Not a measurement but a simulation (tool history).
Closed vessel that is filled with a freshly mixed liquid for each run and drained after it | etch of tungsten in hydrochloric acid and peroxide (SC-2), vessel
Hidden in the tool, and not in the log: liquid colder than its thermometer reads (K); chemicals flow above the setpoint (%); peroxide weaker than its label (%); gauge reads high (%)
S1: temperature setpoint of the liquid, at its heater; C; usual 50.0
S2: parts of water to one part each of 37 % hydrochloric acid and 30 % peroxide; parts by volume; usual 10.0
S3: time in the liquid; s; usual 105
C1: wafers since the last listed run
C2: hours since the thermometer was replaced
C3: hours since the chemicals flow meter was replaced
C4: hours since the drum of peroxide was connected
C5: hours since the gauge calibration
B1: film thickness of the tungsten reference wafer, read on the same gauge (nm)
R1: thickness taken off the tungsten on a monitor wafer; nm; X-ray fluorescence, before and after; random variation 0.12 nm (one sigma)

run,day,S1,S2,S3,C1,C2,C3,C4,C5,B1,R1
1,0.000,50.0,10.0,105,0,865.8,46.2,624.6,985.4,29.98,10.51
2,4.367,50.0,10.0,105,7859,970.6,151.0,729.4,1090.2,30.04,10.47
3,8.579,50.0,10.0,105,7582,1071.7,252.1,830.5,1191.3,30.00,10.25
4,10.388,50.0,10.0,105,3254,1115.1,295.5,873.9,1234.7,29.98,10.27
5,20.558,50.0,10.0,105,18306,1359.2,539.6,1118.0,1478.8,29.96,9.99
6,22.575,50.0,10.0,105,3629,1407.6,588.0,1166.4,1527.2,29.96,10.06
7,26.192,50.0,10.0,105,6509,1494.4,674.8,1253.2,1614.0,29.99,9.76
8,28.621,50.0,10.0,105,4372,1552.7,733.1,1311.5,1672.3,30.05,9.72
# day 29.567: thermometer replaced
9,31.183,50.0,10.0,105,4537,38.8,794.6,1373.0,1733.8,29.97,11.44
# day 31.471: new drum of peroxide connected
10,33.521,50.0,10.0,135,4132,94.9,850.7,49.2,1789.9,29.99,15.11
11,36.117,50.0,10.0,135,4672,157.2,913.0,111.5,1852.2,30.01,15.10
12,38.350,50.0,10.0,105,4019,210.8,966.6,165.1,1905.8,30.06,11.77
13,42.796,50.0,14.5,130,8002,317.5,1073.3,271.8,2012.5,30.01,10.58
14,46.746,50.0,10.0,105,7109,412.3,1168.1,366.6,2107.3,29.98,11.30
15,48.262,55.5,7.0,60,2729,448.7,1204.5,403.0,2143.7,29.97,12.24
# day 49.575: chemicals flow meter replaced
16,49.921,54.0,14.5,145,2909,488.5,8.3,442.8,2183.5,30.00,14.57
17,52.892,43.5,6.5,155,5347,559.8,79.6,514.1,2254.8,30.01,14.91
18,55.571,50.0,5.5,105,4822,624.1,143.9,578.4,2319.1,29.97,17.68
# day 56.962: gauge calibrated
19,58.383,50.0,10.0,105,5062,691.6,211.4,645.9,34.1,30.02,10.82
20,62.258,50.0,10.0,105,6974,784.6,304.4,738.9,127.1,29.99,10.93
21,65.617,55.5,10.0,165,6044,865.2,385.0,819.5,207.7,29.98,24.74
22,67.404,50.0,8.5,105,3217,908.1,427.9,862.4,250.6,29.99,12.30
23,69.438,54.0,7.5,65,3659,956.9,476.7,911.2,299.4,30.00,10.93
24,71.021,57.0,5.0,50,2849,994.9,514.7,949.2,337.4,29.99,13.87
25,73.638,55.0,5.0,50,4709,1057.7,577.5,1012.0,400.2,29.97,11.96

What the log doesn't show, run by run:
chemicals flow above the setpoint (%): 0 in every run
gauge reads high (%): 0 in every run
H1: liquid colder than its thermometer reads (K)
H2: peroxide weaker than its label (%)
run,H1,H2
1,1.44,2.08
2,1.58,2.42
3,1.72,2.76
4,1.77,2.9
5,2.1,3.71
6,2.16,3.87
7,2.28,4.15
8,2.36,4.35
9,0.0848,4.55
10,0.16,0.248
11,0.243,0.454
12,0.314,0.631
13,0.457,0.984
14,0.583,1.3
15,0.632,1.42
16,0.685,1.55
17,0.78,1.79
18,0.866,2
19,0.956,2.22
20,1.08,2.53
21,1.19,2.79
22,1.24,2.94
23,1.31,3.1
24,1.36,3.22
25,1.44,3.43
